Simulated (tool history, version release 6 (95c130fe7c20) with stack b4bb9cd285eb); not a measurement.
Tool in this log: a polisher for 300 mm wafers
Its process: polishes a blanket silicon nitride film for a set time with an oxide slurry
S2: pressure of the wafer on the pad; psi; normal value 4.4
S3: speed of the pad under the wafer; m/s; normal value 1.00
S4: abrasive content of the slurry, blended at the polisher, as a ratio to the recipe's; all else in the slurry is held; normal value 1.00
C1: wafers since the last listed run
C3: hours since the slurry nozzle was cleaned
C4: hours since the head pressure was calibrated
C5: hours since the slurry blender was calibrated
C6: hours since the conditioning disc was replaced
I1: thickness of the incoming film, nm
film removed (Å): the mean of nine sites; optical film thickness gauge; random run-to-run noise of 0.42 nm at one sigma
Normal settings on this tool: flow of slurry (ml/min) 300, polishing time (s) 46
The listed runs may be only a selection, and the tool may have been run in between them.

run 1 day=0.000 | flow_of_slurry_(ml/min)=300 S2=4.4 S3=1.00 S4=1.00 polishing_time_(s)=46 | C1=0 wafers_polished_on_this_pad=1138 C3=349.1 C4=1167.0 C5=171.3 C6=227.3 | I1=245.7 | film_removed_(Å)=366
run 2 day=0.729 | flow_of_slurry_(ml/min)=300 S2=4.4 S3=1.00 S4=1.00 polishing_time_(s)=46 | C1=105 wafers_polished_on_this_pad=1244 C3=366.6 C4=1184.5 C5=188.8 C6=244.8 | I1=250.3 | film_removed_(Å)=359
run 3 day=0.988 | flow_of_slurry_(ml/min)=300 S2=4.4 S3=1.00 S4=1.00 polishing_time_(s)=46 | C1=37 wafers_polished_on_this_pad=1281 C3=372.8 C4=1190.7 C5=195.0 C6=251.0 | I1=251.2 | film_removed_(Å)=356
run 4 day=1.275 | flow_of_slurry_(ml/min)=300 S2=3.5 S3=1.00 S4=1.00 polishing_time_(s)=46 | C1=41 wafers_polished_on_this_pad=1323 C3=379.7 C4=1197.6 C5=201.9 C6=257.9 | I1=250.9 | film_removed_(Å)=294
run 5 day=1.912 | flow_of_slurry_(ml/min)=300 S2=3.5 S3=1.00 S4=1.00 polishing_time_(s)=46 | C1=92 wafers_polished_on_this_pad=1415 C3=395.0 C4=1212.9 C5=217.2 C6=273.2 | I1=252.4 | film_removed_(Å)=296
run 6 day=2.167 | flow_of_slurry_(ml/min)=300 S2=4.4 S3=1.00 S4=1.00 polishing_time_(s)=46 | C1=36 wafers_polished_on_this_pad=1452 C3=401.1 C4=1219.0 C5=223.3 C6=279.3 | I1=249.6 | film_removed_(Å)=359
run 7 day=2.750 | flow_of_slurry_(ml/min)=300 S2=4.4 S3=1.00 S4=1.00 polishing_time_(s)=46 | C1=84 wafers_polished_on_this_pad=1537 C3=415.1 C4=1233.0 C5=237.3 C6=293.3 | I1=247.3 | film_removed_(Å)=357
-- day=3.321 worn pad replaced by a new one
run 8 day=3.342 | flow_of_slurry_(ml/min)=300 S2=4.4 S3=1.00 S4=1.00 polishing_time_(s)=46 | C1=61 wafers_polished_on_this_pad=3 C3=429.3 C4=1247.2 C5=251.5 C6=307.5 | I1=250.3 | film_removed_(Å)=360
-- day=3.596 conditioning disc replaced and pad reconditioned
run 9 day=3.946 | flow_of_slurry_(ml/min)=300 S2=4.4 S3=1.00 S4=1.00 polishing_time_(s)=46 | C1=75 wafers_polished_on_this_pad=78 C3=443.8 C4=1261.7 C5=266.0 C6=8.4 | I1=253.2 | film_removed_(Å)=377
-- day=4.500 slurry nozzle cleaned
run 10 day=4.521 | flow_of_slurry_(ml/min)=300 S2=4.4 S3=1.00 S4=0.90 polishing_time_(s)=46 | C1=77 wafers_polished_on_this_pad=155 C3=0.5 C4=1275.5 C5=279.8 C6=22.2 | I1=250.8 | film_removed_(Å)=344
run 11 day=4.812 | flow_of_slurry_(ml/min)=300 S2=4.4 S3=1.00 S4=0.90 polishing_time_(s)=46 | C1=42 wafers_polished_on_this_pad=198 C3=7.5 C4=1282.5 C5=286.8 C6=29.2 | I1=251.0 | film_removed_(Å)=340
run 12 day=5.262 | flow_of_slurry_(ml/min)=300 S2=4.4 S3=1.00 S4=1.00 polishing_time_(s)=53 | C1=65 wafers_polished_on_this_pad=263 C3=18.3 C4=1293.3 C5=297.6 C6=40.0 | I1=252.9 | film_removed_(Å)=431
run 13 day=6.008 | flow_of_slurry_(ml/min)=300 S2=3.3 S3=1.14 S4=1.00 polishing_time_(s)=46 | C1=108 wafers_polished_on_this_pad=371 C3=36.2 C4=1311.2 C5=315.5 C6=57.9 | I1=246.1 | film_removed_(Å)=320
-- day=6.125 slurry blender recalibrated
run 14 day=6.388 | flow_of_slurry_(ml/min)=300 S2=4.4 S3=1.00 S4=1.00 polishing_time_(s)=46 | C1=42 wafers_polished_on_this_pad=414 C3=45.3 C4=1320.3 C5=6.3 C6=67.0 | I1=250.3 | film_removed_(Å)=367
run 15 day=6.775 | flow_of_slurry_(ml/min)=300 S2=4.4 S3=1.00 S4=1.00 polishing_time_(s)=46 | C1=56 wafers_polished_on_this_pad=470 C3=54.6 C4=1329.6 C5=15.6 C6=76.3 | I1=253.4 | film_removed_(Å)=358
run 16 day=7.112 | flow_of_slurry_(ml/min)=235 S2=5.2 S3=1.32 S4=1.00 polishing_time_(s)=57 | C1=48 wafers_polished_on_this_pad=519 C3=62.7 C4=1337.7 C5=23.7 C6=84.4 | I1=250.3 | film_removed_(Å)=620

Forecast run 17:
-- day=7.208 head pressure recalibrated
run 17 day=7.858 | flow_of_slurry_(ml/min)=300 S2=4.8 S3=1.00 S4=1.25 polishing_time_(s)=33 | C1=96 wafers_polished_on_this_pad=615 C3=80.6 C4=15.6 C5=41.6 C6=102.3 | I1=249.7 | film_removed_(Å)=?

film removed (Å): 319
Minus the tool's unlogged condition, the same run would have read film removed (Å) 342.
